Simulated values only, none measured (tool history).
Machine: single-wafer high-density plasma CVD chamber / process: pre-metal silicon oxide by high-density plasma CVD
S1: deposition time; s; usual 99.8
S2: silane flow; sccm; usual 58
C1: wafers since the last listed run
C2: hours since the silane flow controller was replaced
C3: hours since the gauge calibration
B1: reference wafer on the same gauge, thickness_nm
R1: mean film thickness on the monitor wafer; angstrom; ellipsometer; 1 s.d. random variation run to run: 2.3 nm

run 1 hour=0.0 | S1=99.8 S2=58 | C1=0 C2=3085.6 C3=220.6 | B1=537.451 | R1=5987.97
run 2 hour=23.2 | S1=99.8 S2=58 | C1=275 C2=3108.8 C3=243.8 | B1=535.832 | R1=5974.76
run 3 hour=46.2 | S1=99.8 S2=58 | C1=272 C2=3131.8 C3=266.8 | B1=536.328 | R1=5957.38
run 4 hour=65.9 | S1=99.8 S2=58 | C1=233 C2=3151.5 C3=286.5 | B1=535.723 | R1=6024.28
run 5 hour=98.4 | S1=99.8 S2=58 | C1=385 C2=3184.0 C3=319.0 | B1=535.108 | R1=5986.38
run 6 hour=123.9 | S1=111.7 S2=58 | C1=302 C2=3209.5 C3=344.5 | B1=534.890 | R1=6720.28
run 7 hour=138.8 | S1=99.8 S2=58 | C1=176 C2=3224.4 C3=359.4 | B1=534.301 | R1=5962.68
run 8 hour=173.6 | S1=99.8 S2=58 | C1=412 C2=3259.2 C3=394.2 | B1=534.050 | R1=5971.99
run 9 hour=206.1 | S1=93.4 S2=54 | C1=385 C2=3291.7 C3=426.7 | B1=534.553 | R1=5291.39
run 10 hour=225.6 | S1=99.8 S2=52 | C1=231 C2=3311.2 C3=446.2 | B1=533.504 | R1=5505.89
run 11 hour=238.5 | S1=99.8 S2=52 | C1=153 C2=3324.1 C3=459.1 | B1=532.474 | R1=5546.46
run 12 hour=262.3 | S1=93.9 S2=58 | C1=282 C2=3347.9 C3=482.9 | B1=533.469 | R1=5597.45
run 13 hour=283.7 | S1=93.9 S2=58 | C1=253 C2=3369.3 C3=504.3 | B1=533.211 | R1=5584.64
run 14 hour=314.0 | S1=105.2 S2=58 | C1=359 C2=3399.6 C3=534.6 | B1=532.838 | R1=6306.90
run 15 hour=340.3 | S1=83.9 S2=49 | C1=311 C2=3425.9 C3=560.9 | B1=532.829 | R1=4462.40
run 16 hour=375.7 | S1=83.9 S2=49 | C1=419 C2=3461.3 C3=596.3 | B1=533.127 | R1=4429.88
-- hour=384.7 silane flow controller replaced
run 17 hour=390.1 | S1=99.8 S2=58 | C1=75 C2=5.4 C3=610.7 | B1=532.255 | R1=5950.23
run 18 hour=427.8 | S1=99.8 S2=58 | C1=447 C2=43.1 C3=648.4 | B1=532.273 | R1=5920.73
run 19 hour=450.1 | S1=99.8 S2=50 | C1=264 C2=65.4 C3=670.7 | B1=532.404 | R1=5353.59
run 20 hour=481.3 | S1=99.8 S2=58 | C1=370 C2=96.6 C3=701.9 | B1=532.427 | R1=5935.19
run 21 hour=495.6 | S1=99.8 S2=65 | C1=169 C2=110.9 C3=716.2 | B1=530.961 | R1=6472.32
run 22 hour=519.8 | S1=91.7 S2=58 | C1=287 C2=135.1 C3=740.4 | B1=532.317 | R1=5472.06
-- hour=547.0 gauge calibrated
run 23 hour=549.1 | S1=80.9 S2=55 | C1=347 C2=164.4 C3=2.1 | B1=546.778 | R1=4774.48
run 24 hour=571.3 | S1=99.8 S2=58 | C1=263 C2=186.6 C3=24.3 | B1=545.672 | R1=6064.35
run 25 hour=591.9 | S1=84.6 S2=63 | C1=244 C2=207.2 C3=44.9 | B1=543.495 | R1=5499.00
run 26 hour=612.8 | S1=99.8 S2=58 | C1=247 C2=228.1 C3=65.8 | B1=541.834 | R1=6105.10
run 27 hour=645.3 | S1=99.8 S2=58 | C1=385 C2=260.6 C3=98.3 | B1=540.630 | R1=6034.68
run 28 hour=672.1 | S1=99.8 S2=58 | C1=317 C2=287.4 C3=125.1 | B1=538.902 | R1=6004.37
run 29 hour=685.3 | S1=92.8 S2=65 | C1=156 C2=300.6 C3=138.3 | B1=538.258 | R1=6087.52
run 30 hour=712.7 | S1=99.8 S2=58 | C1=325 C2=328.0 C3=165.7 | B1=538.726 | R1=6013.32
run 31 hour=736.0 | S1=89.5 S2=62 | C1=276 C2=351.3 C3=189.0 | B1=537.003 | R1=5641.83
run 32 hour=762.8 | S1=99.8 S2=58 | C1=317 C2=378.1 C3=215.8 | B1=537.117 | R1=5999.14
run 33 hour=798.0 | S1=106.8 S2=58 | C1=417 C2=413.3 C3=251.0 | B1=534.359 | R1=6399.36
run 34 hour=831.3 | S1=99.8 S2=58 | C1=394 C2=446.6 C3=284.3 | B1=535.614 | R1=5937.99
run 35 hour=903.5 | S1=107.0 S2=65 | C1=856 C2=518.8 C3=356.5 | B1=533.783 | R1=6914.73
run 36 hour=919.0 | S1=119.3 S2=53 | C1=183 C2=534.3 C3=372.0 | B1=533.133 | R1=6688.29

3 options for the next run, each taken on its own from the tool as it stands now. Forecast them:
run A hour=919.4 | S1=99.8 S2=48 | C1=4 C2=534.7 C3=372.4 | B1=? | R1=?
run B hour=919.4 | S1=99.8 S2=69 | C1=4 C2=534.7 C3=372.4 | B1=? | R1=?
run C hour=919.4 | S1=115.0 S2=62 | C1=4 C2=534.7 C3=372.4 | B1=? | R1=?

run=A B1=532.912 R1=5222.64
run=B B1=532.912 R1=6741.48
run=C B1=532.912 R1=7184.85
Without the tool's hidden state the same runs would have given:
run=A R1=5364.95
run=B R1=6925.17
run=C R1=7380.62
